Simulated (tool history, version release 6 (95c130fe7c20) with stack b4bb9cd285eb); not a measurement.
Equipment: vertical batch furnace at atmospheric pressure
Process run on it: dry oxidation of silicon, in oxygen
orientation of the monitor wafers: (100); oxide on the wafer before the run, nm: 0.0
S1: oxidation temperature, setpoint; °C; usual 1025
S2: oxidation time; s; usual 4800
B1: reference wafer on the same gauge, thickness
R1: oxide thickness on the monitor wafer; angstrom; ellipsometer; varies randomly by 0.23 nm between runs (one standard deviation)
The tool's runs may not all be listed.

run 1 day=0 | S1=1011 S2=4800 | B1=84.57 | R1=660.4
run 2 day=8.825 | S1=1011 S2=4800 | B1=84.55 | R1=666.7
run 3 day=10.042 | S1=1025 S2=3210 | B1=84.81 | R1=581.9
run 4 day=11.283 | S1=1025 S2=3210 | B1=84.78 | R1=583.4
run 5 day=12.954 | S1=1025 S2=3210 | B1=84.84 | R1=582.4
run 6 day=15.071 | S1=1025 S2=3420 | B1=84.9 | R1=607.5
run 7 day=17.954 | S1=1025 S2=3420 | B1=85.18 | R1=605
run 8 day=19.612 | S1=1025 S2=3420 | B1=85.17 | R1=608.1
run 9 day=21.396 | S1=1025 S2=3150 | B1=85.22 | R1=578.9
run 10 day=22.542 | S1=1025 S2=2880 | B1=85.34 | R1=547.5
run 11 day=23.788 | S1=1025 S2=2880 | B1=85.38 | R1=547.9
run 12 day=26.104 | S1=1025 S2=2880 | B1=85.51 | R1=549.5
run 13 day=28.021 | S1=1025 S2=4800 | B1=85.68 | R1=765.2
-- day=28.875 gauge calibrated
run 14 day=29.354 | S1=1025 S2=4800 | B1=84.11 | R1=749.8
run 15 day=31.288 | S1=1047 S2=5610 | B1=84.25 | R1=1008.4
run 16 day=33.704 | S1=1025 S2=4800 | B1=84.24 | R1=752
run 17 day=35.846 | S1=1047 S2=5880 | B1=84.11 | R1=1039.5
run 18 day=37.458 | S1=1043 S2=2910 | B1=84.26 | R1=640.3
run 19 day=38.571 | S1=1013 S2=6810 | B1=84.24 | R1=850.7
-- day=42.892 thermocouples replaced and temperature profile calibrated
run 20 day=45.158 | S1=1019 S2=4800 | B1=84.45 | R1=710

Expected results for the next run?
-- day=47 boat lift adjusted
run 21 day=47.438 | S1=1037 S2=6900 | B1=? | R1=?

B1: 84.52
R1: 1064 angstrom
Were there no unlogged condition in the tool, this run, its random variation unchanged, would have produced R1 1060.1 angstrom.
